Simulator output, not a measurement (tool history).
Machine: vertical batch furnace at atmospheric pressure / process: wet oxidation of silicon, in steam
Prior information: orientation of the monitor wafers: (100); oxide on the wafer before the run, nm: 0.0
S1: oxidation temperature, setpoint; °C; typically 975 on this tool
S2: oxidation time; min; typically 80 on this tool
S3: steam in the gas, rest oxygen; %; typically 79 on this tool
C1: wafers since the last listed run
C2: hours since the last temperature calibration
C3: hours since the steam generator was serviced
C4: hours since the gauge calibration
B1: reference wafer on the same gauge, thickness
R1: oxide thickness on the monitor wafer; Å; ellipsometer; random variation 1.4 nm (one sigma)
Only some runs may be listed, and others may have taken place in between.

run 1 hour=0 | S1=992 S2=80 S3=79 | C1=0 C2=1506 C3=2249.1 C4=842.6 | B1=426.86 | R1=4288.8
run 2 hour=58.5 | S1=975 S2=80 S3=79 | C1=1062 C2=1564.5 C3=2307.6 C4=901.1 | B1=426.91 | R1=3765.8
run 3 hour=98.6 | S1=975 S2=80 S3=79 | C1=728 C2=1604.6 C3=2347.7 C4=941.2 | B1=427 | R1=3747.1
run 4 hour=182.5 | S1=975 S2=98 S3=79 | C1=1524 C2=1688.5 C3=2431.6 C4=1025.1 | B1=427.14 | R1=4323.2
run 5 hour=282.1 | S1=975 S2=98 S3=79 | C1=1809 C2=1788.1 C3=2531.2 C4=1124.7 | B1=426.64 | R1=4357.2
run 6 hour=371.5 | S1=958 S2=94 S3=79 | C1=1624 C2=1877.5 C3=2620.6 C4=1214.1 | B1=427.27 | R1=3659.5
-- hour=373.4 gauge calibrated
run 7 hour=449.3 | S1=958 S2=94 S3=79 | C1=1413 C2=1955.3 C3=2698.4 C4=75.9 | B1=426.91 | R1=3668.2
run 8 hour=541.8 | S1=958 S2=94 S3=79 | C1=1680 C2=2047.8 C3=2790.9 C4=168.4 | B1=426.88 | R1=3686.3
run 9 hour=642.8 | S1=975 S2=80 S3=79 | C1=1835 C2=2148.8 C3=2891.9 C4=269.4 | B1=427.15 | R1=3767.4
run 10 hour=713.9 | S1=975 S2=80 S3=79 | C1=1291 C2=2219.9 C3=2963 C4=340.5 | B1=426.98 | R1=3765.7
run 11 hour=752.9 | S1=975 S2=80 S3=79 | C1=708 C2=2258.9 C3=3002 C4=379.5 | B1=426.95 | R1=3751.4
run 12 hour=791.8 | S1=964 S2=80 S3=89 | C1=706 C2=2297.8 C3=3040.9 C4=418.4 | B1=426.91 | R1=3731.8
run 13 hour=857.3 | S1=964 S2=80 S3=89 | C1=1190 C2=2363.3 C3=3106.4 C4=483.9 | B1=426.73 | R1=3752.7
run 14 hour=897.2 | S1=975 S2=80 S3=79 | C1=724 C2=2403.2 C3=3146.3 C4=523.8 | B1=427.21 | R1=3775.4
run 15 hour=948.2 | S1=999 S2=57.5 S3=85 | C1=926 C2=2454.2 C3=3197.3 C4=574.8 | B1=427.1 | R1=3799
-- hour=987.5 thermocouples replaced and temperature profile calibrated
run 16 hour=988 | S1=975 S2=63 S3=71 | C1=287 C2=0.5 C3=3237.1 C4=614.6 | B1=426.84 | R1=2983
run 17 hour=1046.4 | S1=983 S2=80 S3=79 | C1=1061 C2=58.9 C3=3295.5 C4=673 | B1=426.64 | R1=4087.3
run 18 hour=1101.9 | S1=975 S2=80 S3=84 | C1=1008 C2=114.4 C3=3351 C4=728.5 | B1=427.21 | R1=3992.5
run 19 hour=1201.9 | S1=962 S2=54 S3=79 | C1=1817 C2=214.4 C3=3451 C4=828.5 | B1=427.06 | R1=2569.5
run 20 hour=1242.7 | S1=964 S2=80 S3=89 | C1=741 C2=255.2 C3=3491.8 C4=869.3 | B1=426.82 | R1=3838.4
-- hour=1324.5 thermocouples replaced and temperature profile calibrated, repeated, since the last time left the tool worse
run 21 hour=1471.6 | S1=994 S2=80 S3=79 | C1=3723 C2=147.1 C3=3720.7 C4=1098.2 | B1=427 | R1=4286.9
-- hour=1509.5 gauge calibrated
-- hour=1512.4 steam generator serviced
run 22 hour=1560.4 | S1=975 S2=80 S3=79 | C1=1177 C2=235.9 C3=48 C4=50.9 | B1=427.44 | R1=3700.3
run 23 hour=1635.2 | S1=962 S2=112.5 S3=79 | C1=1359 C2=310.7 C3=122.8 C4=125.7 | B1=427.05 | R1=4248.6
run 24 hour=1731.9 | S1=960 S2=80 S3=76 | C1=1757 C2=407.4 C3=219.5 C4=222.4 | B1=426.85 | R1=3156.9
run 25 hour=1814.9 | S1=975 S2=80 S3=79 | C1=1508 C2=490.4 C3=302.5 C4=305.4 | B1=426.86 | R1=3716.7
run 26 hour=1874.8 | S1=991 S2=80 S3=79 | C1=1088 C2=550.3 C3=362.4 C4=365.3 | B1=427.28 | R1=4201.5
run 27 hour=1953.8 | S1=964 S2=80 S3=89 | C1=1435 C2=629.3 C3=441.4 C4=444.3 | B1=427.19 | R1=3692.9
run 28 hour=2035.6 | S1=975 S2=80 S3=67 | C1=1486 C2=711.1 C3=523.2 C4=526.1 | B1=427.07 | R1=3309
run 29 hour=2079.4 | S1=975 S2=51 S3=79 | C1=795 C2=754.9 C3=567 C4=569.9 | B1=426.79 | R1=2663.9

Subtracting, for every run, the result it would have given without the tool's unlogged condition from the measured result gives the following. The same run-to-run variation enters both numbers; the gauge's scatter may not:
The hidden state here: true tube temperature minus thermocouple reading, K; steam share off its setpoint, % of the setpoint; gauge reads high (%).
run=1 R1=+87.2
run=2 R1=+86.7
run=3 R1=+87
run=4 R1=+96.9
run=5 R1=+99.3
run=6 R1=+95.1
run=7 R1=+96.3
run=8 R1=+97.9
run=9 R1=+94.7
run=10 R1=+95.2
run=11 R1=+95.2
run=12 R1=+98.9
run=13 R1=+100
run=14 R1=+96.9
run=15 R1=+89.3
run=16 R1=+143.5
run=17 R1=+177.2
run=18 R1=+184.8
run=19 R1=+150.7
run=20 R1=+200.1
run=21 R1=+20.9
run=22 R1=+28.2
run=23 R1=+38.9
run=24 R1=+38.8
run=25 R1=+46.5
run=26 R1=+51
run=27 R1=+56.3
run=28 R1=+54.4
run=29 R1=+48.6
